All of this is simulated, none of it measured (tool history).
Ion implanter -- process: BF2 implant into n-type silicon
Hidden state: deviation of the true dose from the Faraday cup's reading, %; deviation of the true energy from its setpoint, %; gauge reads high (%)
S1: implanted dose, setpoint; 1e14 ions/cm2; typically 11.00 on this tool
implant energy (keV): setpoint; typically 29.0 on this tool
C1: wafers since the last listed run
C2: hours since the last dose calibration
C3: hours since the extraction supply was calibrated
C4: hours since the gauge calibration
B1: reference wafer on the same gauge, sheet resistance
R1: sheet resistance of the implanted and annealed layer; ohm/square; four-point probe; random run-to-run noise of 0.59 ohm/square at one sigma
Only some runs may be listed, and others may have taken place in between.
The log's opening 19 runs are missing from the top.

{"run": 20, "hour": 861.1, "S1": 11.0, "implant energy (keV)": 29.0, "C1": 1330, "C2": 1119.7, "C3": 2588.5, "C4": 221.0, "B1": 150.17, "R1": 178.33}
{"run": 21, "hour": 907.5, "S1": 9.45, "implant energy (keV)": 20.0, "C1": 918, "C2": 1166.1, "C3": 2634.9, "C4": 267.4, "B1": 150.27, "R1": 217.38}
{"hour": 933.6, "done": "Faraday cup replaced and dose calibrated"}
{"run": 22, "hour": 977.0, "S1": 11.0, "implant energy (keV)": 29.0, "C1": 1217, "C2": 43.4, "C3": 2704.4, "C4": 336.9, "B1": 150.05, "R1": 175.97}
{"run": 23, "hour": 1013.5, "S1": 13.54, "implant energy (keV)": 21.0, "C1": 722, "C2": 79.9, "C3": 2740.9, "C4": 373.4, "B1": 150.06, "R1": 197.74}
{"run": 24, "hour": 1081.0, "S1": 12.77, "implant energy (keV)": 29.0, "C1": 1336, "C2": 147.4, "C3": 2808.4, "C4": 440.9, "B1": 149.58, "R1": 171.16}
{"run": 25, "hour": 1118.0, "S1": 7.73, "implant energy (keV)": 37.5, "C1": 732, "C2": 184.4, "C3": 2845.4, "C4": 477.9, "B1": 149.48, "R1": 185.64}
{"run": 26, "hour": 1170.6, "S1": 11.0, "implant energy (keV)": 29.0, "C1": 1041, "C2": 237.0, "C3": 2898.0, "C4": 530.5, "B1": 149.62, "R1": 178.21}
{"hour": 1183.1, "done": "extraction supply calibrated"}
{"run": 27, "hour": 1233.3, "S1": 13.86, "implant energy (keV)": 29.0, "C1": 1082, "C2": 299.7, "C3": 50.2, "C4": 593.2, "B1": 149.37, "R1": 166.41}
{"run": 28, "hour": 1301.9, "S1": 8.22, "implant energy (keV)": 35.5, "C1": 1358, "C2": 368.3, "C3": 118.8, "C4": 661.8, "B1": 149.51, "R1": 181.62}
{"run": 29, "hour": 1339.4, "S1": 9.24, "implant energy (keV)": 20.0, "C1": 742, "C2": 405.8, "C3": 156.3, "C4": 699.3, "B1": 149.18, "R1": 217.54}
{"run": 30, "hour": 1447.5, "S1": 8.71, "implant energy (keV)": 22.5, "C1": 2140, "C2": 513.9, "C3": 264.4, "C4": 807.4, "B1": 148.83, "R1": 211.32}
{"run": 31, "hour": 1496.6, "S1": 11.0, "implant energy (keV)": 29.0, "C1": 972, "C2": 563.0, "C3": 313.5, "C4": 856.5, "B1": 148.7, "R1": 174.89}
{"run": 32, "hour": 1562.0, "S1": 8.89, "implant energy (keV)": 33.5, "C1": 1294, "C2": 628.4, "C3": 378.9, "C4": 921.9, "B1": 148.11, "R1": 177.73}
{"run": 33, "hour": 1587.3, "S1": 8.35, "implant energy (keV)": 22.0, "C1": 500, "C2": 653.7, "C3": 404.2, "C4": 947.2, "B1": 148.09, "R1": 215.63}
{"run": 34, "hour": 1645.5, "S1": 9.37, "implant energy (keV)": 29.0, "C1": 1152, "C2": 711.9, "C3": 462.4, "C4": 1005.4, "B1": 147.83, "R1": 184.57}
{"run": 35, "hour": 1693.1, "S1": 11.0, "implant energy (keV)": 23.0, "C1": 942, "C2": 759.5, "C3": 510.0, "C4": 1053.0, "B1": 147.84, "R1": 194.26}
{"run": 36, "hour": 1717.9, "S1": 11.0, "implant energy (keV)": 29.0, "C1": 490, "C2": 784.3, "C3": 534.8, "C4": 1077.8, "B1": 147.64, "R1": 175.35}

Forecast each of these 5 alternatives for the next run:
{"run": "A", "hour": 1718.3, "S1": 11.0, "implant energy (keV)": 29.0, "C1": 7, "C2": 784.7, "C3": 535.2, "C4": 1078.2, "B1": "?", "R1": "?"}
{"run": "B", "hour": 1718.3, "S1": 11.93, "implant energy (keV)": 32.0, "C1": 7, "C2": 784.7, "C3": 535.2, "C4": 1078.2, "B1": "?", "R1": "?"}
{"run": "C", "hour": 1718.3, "S1": 12.65, "implant energy (keV)": 20.5, "C1": 7, "C2": 784.7, "C3": 535.2, "C4": 1078.2, "B1": "?", "R1": "?"}
{"run": "D", "hour": 1718.3, "S1": 13.34, "implant energy (keV)": 35.5, "C1": 7, "C2": 784.7, "C3": 535.2, "C4": 1078.2, "B1": "?", "R1": "?"}
{"run": "E", "hour": 1718.3, "S1": 14.15, "implant energy (keV)": 38.0, "C1": 7, "C2": 784.7, "C3": 535.2, "C4": 1078.2, "B1": "?", "R1": "?"}

run=A B1=147.53 R1=174.17
run=B B1=147.53 R1=162.71
run=C B1=147.53 R1=198.05
run=D B1=147.53 R1=150.53
run=E B1=147.53 R1=143.65
What these runs would have given with no unlogged condition in the tool:
run=A R1=178.18
run=B R1=166.45
run=C R1=202.61
run=D R1=154.00
run=E R1=146.95
